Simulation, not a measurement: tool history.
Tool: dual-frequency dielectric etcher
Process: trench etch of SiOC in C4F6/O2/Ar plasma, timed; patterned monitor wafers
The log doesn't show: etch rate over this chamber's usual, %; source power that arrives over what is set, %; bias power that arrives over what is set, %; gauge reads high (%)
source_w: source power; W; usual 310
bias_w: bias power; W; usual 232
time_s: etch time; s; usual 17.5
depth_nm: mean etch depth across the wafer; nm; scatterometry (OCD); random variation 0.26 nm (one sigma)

run,hour,source_w,bias_w,time_s,wafers since the last listed run,hours since the last wet clean,hours since the last source power generator calibration,hours since the last bias power generator calibration,hours since the last upper electrode change,hours since the gauge calibration,"read-back reference wafer on the same gauge, depth_nm",depth_nm
1,0.0,310,232,17.5,0,270.4,2857.1,2715.7,3260.1,1574.6,39.11,39.58
2,37.8,310,232,17.5,598,308.2,2894.9,2753.5,3297.9,1612.4,39.14,39.55
3,81.1,310,232,17.5,686,351.5,2938.2,2796.8,3341.2,1655.7,39.05,39.61
# hour 152.7: wet clean of the chamber
4,153.2,310,213,17.5,762,0.5,3010.3,2868.9,3413.3,1727.8,39.07,37.57
# hour 194.0: upper electrode replaced
5,200.6,310,213,17.5,370,47.9,3057.7,2916.3,6.6,1775.2,39.18,37.53
6,267.2,310,213,17.5,1055,114.5,3124.3,2982.9,73.2,1841.8,39.11,37.79
7,330.7,310,232,17.5,1006,178.0,3187.8,3046.4,136.7,1905.3,39.12,39.70
8,491.7,310,232,17.5,2550,339.0,3348.8,3207.4,297.7,2066.3,39.16,39.54
# hour 624.4: wet clean of the chamber
9,707.1,350,284,13.0,3032,82.7,3564.2,3422.8,513.1,2281.7,39.09,34.07
10,738.9,260,179,20.5,503,114.5,3596.0,3454.6,544.9,2313.5,39.07,38.03
11,937.3,310,232,17.5,3143,312.9,3794.4,3653.0,743.3,2511.9,39.13,39.32
# hour 952.8: gauge calibrated
12,966.9,310,232,17.5,468,342.5,3824.0,3682.6,772.9,14.1,39.11,39.83
13,997.8,260,232,13.5,489,373.4,3854.9,3713.5,803.8,45.0,39.15,29.06
14,1065.2,310,232,17.5,1067,440.8,3922.3,3780.9,871.2,112.4,39.13,39.46
15,1091.2,230,232,21.0,411,466.8,3948.3,3806.9,897.2,138.4,39.08,43.69
# hour 1107.4: source power generator calibrated
# hour 1136.3: wet clean of the chamber
# hour 1165.2: bias power generator calibrated
16,1165.7,340,276,12.5,673,29.4,58.3,0.5,971.7,212.9,39.06,31.80
17,1188.5,310,202,17.5,361,52.2,81.1,23.3,994.5,235.7,39.12,36.58
18,1237.3,310,232,17.5,773,101.0,129.9,72.1,1043.3,284.5,39.12,38.98
19,1294.3,240,278,20.0,903,158.0,186.9,129.1,1100.3,341.5,39.09,46.17
20,1326.3,260,232,17.5,506,190.0,218.9,161.1,1132.3,373.5,39.10,37.75
21,1360.7,260,213,15.0,545,224.4,253.3,195.5,1166.7,407.9,39.06,30.32
22,1418.6,240,193,13.0,917,282.3,311.2,253.4,1224.6,465.8,39.12,24.49
23,1467.2,310,232,17.5,769,330.9,359.8,302.0,1273.2,514.4,39.13,39.87
24,1498.4,270,274,22.5,494,362.1,391.0,333.2,1304.4,545.6,39.08,53.64
25,1552.9,370,186,20.0,863,416.6,445.5,387.7,1358.9,600.1,39.14,42.52
# hour 1581.1: wet clean of the chamber
26,1587.2,310,250,17.5,163,6.1,479.8,422.0,1393.2,634.4,39.07,41.10
27,1622.5,240,178,17.5,559,41.4,515.1,457.3,1428.5,669.7,39.12,31.51
28,1679.6,350,278,15.5,904,98.5,572.2,514.4,1485.6,726.8,39.12,40.28
29,1738.7,250,247,15.0,936,157.6,631.3,573.5,1544.7,785.9,39.06,32.78

5 ways to go on from here, each from the tool as it stands after run 29. What would each give?
A,1739.1,310,262,17.5,6,158.0,631.7,573.9,1545.1,786.3,?,?
B,1739.1,310,198,17.5,6,158.0,631.7,573.9,1545.1,786.3,?,?
C,1739.1,310,232,13.5,6,158.0,631.7,573.9,1545.1,786.3,?,?
D,1739.1,310,251,17.5,6,158.0,631.7,573.9,1545.1,786.3,?,?
E,1739.1,310,232,22.0,6,158.0,631.7,573.9,1545.1,786.3,?,?

run,"read-back reference wafer on the same gauge, depth_nm",depth_nm
A,39.16,42.40
B,39.16,36.38
C,39.16,30.66
D,39.16,41.45
E,39.16,49.96
Without the tool's hidden state the same runs would have given:
run,depth_nm
A,42.40
B,36.38
C,30.66
D,41.45
E,49.96
